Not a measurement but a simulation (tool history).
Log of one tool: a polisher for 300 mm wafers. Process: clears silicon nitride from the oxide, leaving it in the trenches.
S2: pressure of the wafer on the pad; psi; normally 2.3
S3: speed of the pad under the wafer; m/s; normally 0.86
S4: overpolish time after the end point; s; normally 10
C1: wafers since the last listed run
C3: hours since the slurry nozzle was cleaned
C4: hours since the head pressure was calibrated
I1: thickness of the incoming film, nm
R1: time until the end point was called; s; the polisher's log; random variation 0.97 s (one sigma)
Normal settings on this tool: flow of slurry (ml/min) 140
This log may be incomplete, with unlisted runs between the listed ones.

{"run": 1, "hour": 0.0, "flow of slurry (ml/min)": 140, "S2": 2.3, "S3": 0.86, "S4": 10, "C1": 0, "wafers polished on this pad": 1227, "C3": 191.9, "C4": 511.1, "I1": 54.9, "R1": 91.5}
{"run": 2, "hour": 13.7, "flow of slurry (ml/min)": 140, "S2": 2.3, "S3": 0.86, "S4": 10, "C1": 69, "wafers polished on this pad": 1296, "C3": 205.6, "C4": 524.8, "I1": 54.6, "R1": 93.5}
{"hour": 23.0, "done": "worn pad replaced by a new one"}
{"run": 3, "hour": 23.5, "flow of slurry (ml/min)": 140, "S2": 2.3, "S3": 0.86, "S4": 10, "C1": 29, "wafers polished on this pad": 2, "C3": 215.4, "C4": 534.6, "I1": 55.1, "R1": 80.8}
{"run": 4, "hour": 74.2, "flow of slurry (ml/min)": 140, "S2": 2.3, "S3": 0.86, "S4": 10, "C1": 255, "wafers polished on this pad": 258, "C3": 266.1, "C4": 585.3, "I1": 55.6, "R1": 79.5}
{"run": 5, "hour": 80.2, "flow of slurry (ml/min)": 140, "S2": 2.3, "S3": 0.86, "S4": 10, "C1": 30, "wafers polished on this pad": 288, "C3": 272.1, "C4": 591.3, "I1": 53.8, "R1": 78.9}
{"run": 6, "hour": 86.6, "flow of slurry (ml/min)": 180, "S2": 2.3, "S3": 0.62, "S4": 10, "C1": 32, "wafers polished on this pad": 320, "C3": 278.5, "C4": 597.7, "I1": 55.2, "R1": 108.9}
{"run": 7, "hour": 137.2, "flow of slurry (ml/min)": 180, "S2": 2.3, "S3": 0.62, "S4": 10, "C1": 255, "wafers polished on this pad": 575, "C3": 329.1, "C4": 648.3, "I1": 55.3, "R1": 114.5}
{"run": 8, "hour": 147.5, "flow of slurry (ml/min)": 140, "S2": 2.3, "S3": 0.86, "S4": 10, "C1": 51, "wafers polished on this pad": 627, "C3": 339.4, "C4": 658.6, "I1": 54.2, "R1": 80.1}
{"run": 9, "hour": 157.5, "flow of slurry (ml/min)": 140, "S2": 2.3, "S3": 0.86, "S4": 10, "C1": 50, "wafers polished on this pad": 678, "C3": 349.4, "C4": 668.6, "I1": 54.8, "R1": 82.2}
{"run": 10, "hour": 171.1, "flow of slurry (ml/min)": 140, "S2": 2.3, "S3": 0.86, "S4": 10, "C1": 68, "wafers polished on this pad": 746, "C3": 363, "C4": 682.2, "I1": 55.2, "R1": 84.6}
{"run": 11, "hour": 178.8, "flow of slurry (ml/min)": 140, "S2": 2.3, "S3": 0.86, "S4": 10, "C1": 38, "wafers polished on this pad": 785, "C3": 370.7, "C4": 689.9, "I1": 56, "R1": 85.6}
{"run": 12, "hour": 191.1, "flow of slurry (ml/min)": 140, "S2": 2.3, "S3": 0.86, "S4": 10, "C1": 62, "wafers polished on this pad": 847, "C3": 383, "C4": 702.2, "I1": 54.2, "R1": 82.3}
{"run": 13, "hour": 207.7, "flow of slurry (ml/min)": 140, "S2": 2.3, "S3": 0.86, "S4": 10, "C1": 83, "wafers polished on this pad": 931, "C3": 399.6, "C4": 718.8, "I1": 55.4, "R1": 85.9}
{"hour": 210.9, "done": "head pressure recalibrated"}
{"run": 14, "hour": 222.4, "flow of slurry (ml/min)": 140, "S2": 2.3, "S3": 0.86, "S4": 4, "C1": 64, "wafers polished on this pad": 995, "C3": 414.3, "C4": 11.5, "I1": 55.3, "R1": 85.3}
{"run": 15, "hour": 237.4, "flow of slurry (ml/min)": 140, "S2": 2.3, "S3": 0.86, "S4": 10, "C1": 75, "wafers polished on this pad": 1070, "C3": 429.3, "C4": 26.5, "I1": 55.2, "R1": 89}
{"run": 16, "hour": 244.7, "flow of slurry (ml/min)": 100, "S2": 3, "S3": 0.98, "S4": 12, "C1": 36, "wafers polished on this pad": 1107, "C3": 436.6, "C4": 33.8, "I1": 55.3, "R1": 63.1}
{"run": 17, "hour": 258.2, "flow of slurry (ml/min)": 140, "S2": 2.3, "S3": 1.08, "S4": 8, "C1": 68, "wafers polished on this pad": 1175, "C3": 450.1, "C4": 47.3, "I1": 54.8, "R1": 70.2}
{"run": 18, "hour": 274.4, "flow of slurry (ml/min)": 140, "S2": 2.3, "S3": 0.86, "S4": 10, "C1": 81, "wafers polished on this pad": 1257, "C3": 466.3, "C4": 63.5, "I1": 55.9, "R1": 91.1}
{"hour": 278.7, "done": "worn pad replaced by a new one"}
{"hour": 278.9, "done": "slurry nozzle cleaned"}
{"run": 19, "hour": 283.2, "flow of slurry (ml/min)": 175, "S2": 2, "S3": 1, "S4": 7, "C1": 23, "wafers polished on this pad": 21, "C3": 4.3, "C4": 72.3, "I1": 54.3, "R1": 80.6}
{"run": 20, "hour": 300.3, "flow of slurry (ml/min)": 140, "S2": 2.3, "S3": 0.86, "S4": 10, "C1": 86, "wafers polished on this pad": 108, "C3": 21.4, "C4": 89.4, "I1": 54.6, "R1": 81.7}
{"run": 21, "hour": 314.1, "flow of slurry (ml/min)": 185, "S2": 2.3, "S3": 1.06, "S4": 5, "C1": 69, "wafers polished on this pad": 177, "C3": 35.2, "C4": 103.2, "I1": 55, "R1": 64.2}
{"run": 22, "hour": 328.5, "flow of slurry (ml/min)": 110, "S2": 2.3, "S3": 1.02, "S4": 10, "C1": 72, "wafers polished on this pad": 250, "C3": 49.6, "C4": 117.6, "I1": 54.4, "R1": 70.7}
{"run": 23, "hour": 342.7, "flow of slurry (ml/min)": 140, "S2": 1.5, "S3": 1.1, "S4": 15, "C1": 71, "wafers polished on this pad": 321, "C3": 63.8, "C4": 131.8, "I1": 55.5, "R1": 100.1}
{"run": 24, "hour": 350.8, "flow of slurry (ml/min)": 100, "S2": 2.3, "S3": 0.64, "S4": 10, "C1": 40, "wafers polished on this pad": 362, "C3": 71.9, "C4": 139.9, "I1": 54.7, "R1": 112.7}
{"run": 25, "hour": 357.2, "flow of slurry (ml/min)": 140, "S2": 2.3, "S3": 0.86, "S4": 10, "C1": 32, "wafers polished on this pad": 394, "C3": 78.3, "C4": 146.3, "I1": 55.2, "R1": 83.4}

Estimate the outcome of run 26 from the log above:
{"run": 26, "hour": 366.7, "flow of slurry (ml/min)": 160, "S2": 2.8, "S3": 0.86, "S4": 10, "C1": 47, "wafers polished on this pad": 442, "C3": 87.8, "C4": 155.8, "I1": 55.7, "R1": "?"}

{"run 26": {"R1": 67.6}}
On a tool with no hidden condition, and with the same random variation, this run would have come out at R1 64.7 s.
